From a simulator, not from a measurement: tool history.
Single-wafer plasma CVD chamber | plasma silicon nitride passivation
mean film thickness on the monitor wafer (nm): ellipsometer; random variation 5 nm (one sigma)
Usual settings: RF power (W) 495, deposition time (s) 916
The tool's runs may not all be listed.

run	hour	RF power (W)	deposition time (s)	read-back reference wafer on the same gauge, thickness_nm	mean film thickness on the monitor wafer (nm)
1	0.0	495	780	1059.741	1093.667
2	24.3	495	916	1058.874	1276.704
3	78.1	495	916	1058.840	1276.696
4	141.8	495	916	1060.342	1272.129
5	206.8	495	916	1059.206	1281.341
6	266.9	495	1005	1060.781	1404.446
7	299.2	495	1005	1058.725	1398.110
8	364.2	495	1005	1059.557	1396.644
9	420.6	495	916	1059.765	1269.014
10	451.8	540	776	1060.496	1103.672
11	512.0	540	776	1061.652	1099.739
12	577.9	540	776	1059.688	1093.363
13	637.3	520	916	1060.076	1292.418
14	665.1	495	916	1060.319	1267.110
# hour 687.8: showerhead replaced
15	704.7	495	916	1059.398	1269.458
16	730.1	495	916	1060.545	1276.108
17	796.1	495	916	1061.365	1272.055
18	858.5	495	1044	1059.925	1453.299
19	888.2	495	916	1060.144	1257.287
20	932.4	520	1023	1059.425	1418.367
21	969.3	430	1080	1060.238	1432.067
22	1003.8	525	804	1057.867	1127.152
23	1059.6	460	856	1059.966	1157.958
24	1122.3	550	796	1059.730	1120.053
# hour 1148.0: gauge calibrated
25	1234.1	495	916	1059.908	1259.488
26	1267.3	495	916	1060.093	1250.621
# hour 1281.0: RF generator calibrated
27	1324.0	495	862	1059.546	1195.392
28	1372.4	435	1074	1059.582	1456.966
29	1414.2	495	916	1062.251	1283.803
30	1480.8	570	849	1061.521	1231.182
31	1507.0	495	916	1060.364	1272.678
32	1541.2	450	916	1059.979	1245.261
33	1585.3	495	916	1062.263	1283.967
34	1627.6	540	916	1060.142	1305.953
35	1660.0	435	842	1059.687	1143.166

Some steps in mean film thickness on the monitor wafer (nm) between neighbouring runs. How much of each would the tool show without its hidden state too (settings, what came in, random variation), and how much is left for the hidden state, with any gauge scatter that isn't in both results?
The hidden state here: delivered RF power above the setpoint (%); gauge reads high (%).
Run 12 -> 13: RF power (W) 540 -> 520, deposition time (s) 776 -> 916. mean film thickness on the monitor wafer (nm) +199.055: hidden state -2.774, all else +201.829.
Run 21 -> 22: RF power (W) 430 -> 525, deposition time (s) 1080 -> 804. mean film thickness on the monitor wafer (nm) -304.915: hidden state +3.786, all else -308.701.
Run 24 -> 25: RF power (W) 550 -> 495, deposition time (s) 796 -> 916, gauge calibrated. mean film thickness on the monitor wafer (nm) +139.435: hidden state -5.803, all else +145.238.
Run 26 -> 27: deposition time (s) 916 -> 862, RF generator calibrated. mean film thickness on the monitor wafer (nm) -55.229: hidden state +25.844, all else -81.073.
Run 27 -> 28: RF power (W) 495 -> 435, deposition time (s) 862 -> 1074. mean film thickness on the monitor wafer (nm) +261.574: hidden state -0.320, all else +261.894.
